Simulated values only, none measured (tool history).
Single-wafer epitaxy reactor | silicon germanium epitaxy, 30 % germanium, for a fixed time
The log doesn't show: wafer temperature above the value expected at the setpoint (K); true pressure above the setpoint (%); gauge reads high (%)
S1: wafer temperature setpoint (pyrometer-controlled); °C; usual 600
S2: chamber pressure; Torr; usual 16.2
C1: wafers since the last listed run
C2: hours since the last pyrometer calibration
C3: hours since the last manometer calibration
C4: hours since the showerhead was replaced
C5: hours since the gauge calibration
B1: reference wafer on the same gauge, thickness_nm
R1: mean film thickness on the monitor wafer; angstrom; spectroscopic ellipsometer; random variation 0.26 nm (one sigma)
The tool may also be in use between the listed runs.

{"run": 1, "day": 0.0, "S1": 611, "S2": 16.2, "C1": 0, "C2": 671, "C3": 1604.7, "C4": 6518, "C5": 302.6, "B1": 48.191, "R1": 619.86}
{"run": 2, "day": 1.771, "S1": 600, "S2": 19, "C1": 721, "C2": 713.5, "C3": 1647.2, "C4": 6560.5, "C5": 345.1, "B1": 48.134, "R1": 584.06}
{"run": 3, "day": 4.462, "S1": 600, "S2": 16.2, "C1": 1096, "C2": 778.1, "C3": 1711.8, "C4": 6625.1, "C5": 409.7, "B1": 48.217, "R1": 523.75}
{"run": 4, "day": 6.954, "S1": 590, "S2": 16.2, "C1": 1014, "C2": 837.9, "C3": 1771.6, "C4": 6684.9, "C5": 469.5, "B1": 48.073, "R1": 449.95}
{"run": 5, "day": 9.604, "S1": 590, "S2": 16.2, "C1": 1079, "C2": 901.5, "C3": 1835.2, "C4": 6748.5, "C5": 533.1, "B1": 48.144, "R1": 450.62}
{"run": 6, "day": 10.871, "S1": 590, "S2": 16.2, "C1": 515, "C2": 931.9, "C3": 1865.6, "C4": 6778.9, "C5": 563.5, "B1": 48.261, "R1": 448.7}
{"run": 7, "day": 12.333, "S1": 600, "S2": 16.2, "C1": 595, "C2": 967, "C3": 1900.7, "C4": 6814, "C5": 598.6, "B1": 48.209, "R1": 532.09}
{"run": 8, "day": 13.338, "S1": 600, "S2": 17.7, "C1": 408, "C2": 991.1, "C3": 1924.8, "C4": 6838.1, "C5": 622.7, "B1": 48.193, "R1": 562.34}
{"run": 9, "day": 14.592, "S1": 600, "S2": 16.2, "C1": 510, "C2": 1021.2, "C3": 1954.9, "C4": 6868.2, "C5": 652.8, "B1": 48.333, "R1": 534.28}
{"run": 10, "day": 16.779, "S1": 600, "S2": 16.2, "C1": 890, "C2": 1073.7, "C3": 2007.4, "C4": 6920.7, "C5": 705.3, "B1": 48.181, "R1": 532.7}
{"run": 11, "day": 19.375, "S1": 600, "S2": 16.2, "C1": 1057, "C2": 1136, "C3": 2069.7, "C4": 6983, "C5": 767.6, "B1": 48.229, "R1": 531.75}
{"run": 12, "day": 21.458, "S1": 600, "S2": 16.2, "C1": 848, "C2": 1186, "C3": 2119.7, "C4": 7033, "C5": 817.6, "B1": 48.208, "R1": 537.33}
{"run": 13, "day": 22.817, "S1": 600, "S2": 16.2, "C1": 553, "C2": 1218.6, "C3": 2152.3, "C4": 7065.6, "C5": 850.2, "B1": 48.161, "R1": 531.4}
{"run": 14, "day": 25.196, "S1": 600, "S2": 16.2, "C1": 968, "C2": 1275.7, "C3": 2209.4, "C4": 7122.7, "C5": 907.3, "B1": 48.274, "R1": 532.93}
{"run": 15, "day": 27.896, "S1": 600, "S2": 16.2, "C1": 1099, "C2": 1340.5, "C3": 2274.2, "C4": 7187.5, "C5": 972.1, "B1": 48.109, "R1": 530.64}
{"day": 29.938, "done": "gauge calibrated"}
{"run": 16, "day": 29.95, "S1": 600, "S2": 16.2, "C1": 836, "C2": 1389.8, "C3": 2323.5, "C4": 7236.8, "C5": 0.3, "B1": 48.208, "R1": 528.61}
{"run": 17, "day": 31.496, "S1": 600, "S2": 16.2, "C1": 629, "C2": 1426.9, "C3": 2360.6, "C4": 7273.9, "C5": 37.4, "B1": 48.154, "R1": 532.6}
{"run": 18, "day": 33.638, "S1": 607, "S2": 18.5, "C1": 872, "C2": 1478.3, "C3": 2412, "C4": 7325.3, "C5": 88.8, "B1": 48.238, "R1": 657.92}
{"run": 19, "day": 36.629, "S1": 586, "S2": 18, "C1": 1218, "C2": 1550.1, "C3": 2483.8, "C4": 7397.1, "C5": 160.6, "B1": 48.323, "R1": 453.46}
{"run": 20, "day": 38.371, "S1": 605, "S2": 16.2, "C1": 709, "C2": 1591.9, "C3": 2525.6, "C4": 7438.9, "C5": 202.4, "B1": 48.152, "R1": 582.05}
{"day": 39.917, "done": "pyrometer calibrated"}
{"run": 21, "day": 40.475, "S1": 591, "S2": 12.3, "C1": 721, "C2": 13.4, "C3": 2576.1, "C4": 7489.4, "C5": 252.9, "B1": 48.116, "R1": 379.62}
{"run": 22, "day": 43.283, "S1": 595, "S2": 20.1, "C1": 1143, "C2": 80.8, "C3": 2643.5, "C4": 7556.8, "C5": 320.3, "B1": 48.198, "R1": 563.09}
{"day": 44.933, "done": "showerhead replaced, of another model than before"}
{"run": 23, "day": 44.954, "S1": 600, "S2": 12.6, "C1": 544, "C2": 120.9, "C3": 2683.6, "C4": 0.5, "C5": 360.4, "B1": 48.224, "R1": 468.8}
{"day": 46.8, "done": "capacitance manometer re-zeroed and calibrated"}
{"run": 24, "day": 53.454, "S1": 590, "S2": 16.2, "C1": 3326, "C2": 324.9, "C3": 159.7, "C4": 204.5, "C5": 564.4, "B1": 48.225, "R1": 431.76}
{"run": 25, "day": 54.529, "S1": 591, "S2": 14.5, "C1": 437, "C2": 350.7, "C3": 185.5, "C4": 230.3, "C5": 590.2, "B1": 48.108, "R1": 420.93}
{"run": 26, "day": 57.333, "S1": 589, "S2": 18.7, "C1": 1142, "C2": 418, "C3": 252.8, "C4": 297.6, "C5": 657.5, "B1": 48.256, "R1": 451.88}
{"run": 27, "day": 59.971, "S1": 609, "S2": 13.6, "C1": 1074, "C2": 481.3, "C3": 316.1, "C4": 360.9, "C5": 720.8, "B1": 48.215, "R1": 550.71}
{"run": 28, "day": 61.992, "S1": 615, "S2": 17.6, "C1": 823, "C2": 529.8, "C3": 364.6, "C4": 409.4, "C5": 769.3, "B1": 48.22, "R1": 676.82}

3 ways to go on from here, each from the tool as it stands after run 28. What would each give?
{"run": "A", "day": 62.008, "S1": 585, "S2": 16.2, "C1": 6, "C2": 530.2, "C3": 365, "C4": 409.8, "C5": 769.7, "B1": "?", "R1": "?"}
{"run": "B", "day": 62.008, "S1": 600, "S2": 17.2, "C1": 6, "C2": 530.2, "C3": 365, "C4": 409.8, "C5": 769.7, "B1": "?", "R1": "?"}
{"run": "C", "day": 62.008, "S1": 596, "S2": 16.2, "C1": 6, "C2": 530.2, "C3": 365, "C4": 409.8, "C5": 769.7, "B1": "?", "R1": "?"}

run=A B1=48.084 R1=400.14
run=B B1=48.084 R1=524.51
run=C B1=48.084 R1=479.18
Without the tool's hidden state the same runs would have given:
run=A R1=399.04
run=B R1=523.06
run=C R1=477.86

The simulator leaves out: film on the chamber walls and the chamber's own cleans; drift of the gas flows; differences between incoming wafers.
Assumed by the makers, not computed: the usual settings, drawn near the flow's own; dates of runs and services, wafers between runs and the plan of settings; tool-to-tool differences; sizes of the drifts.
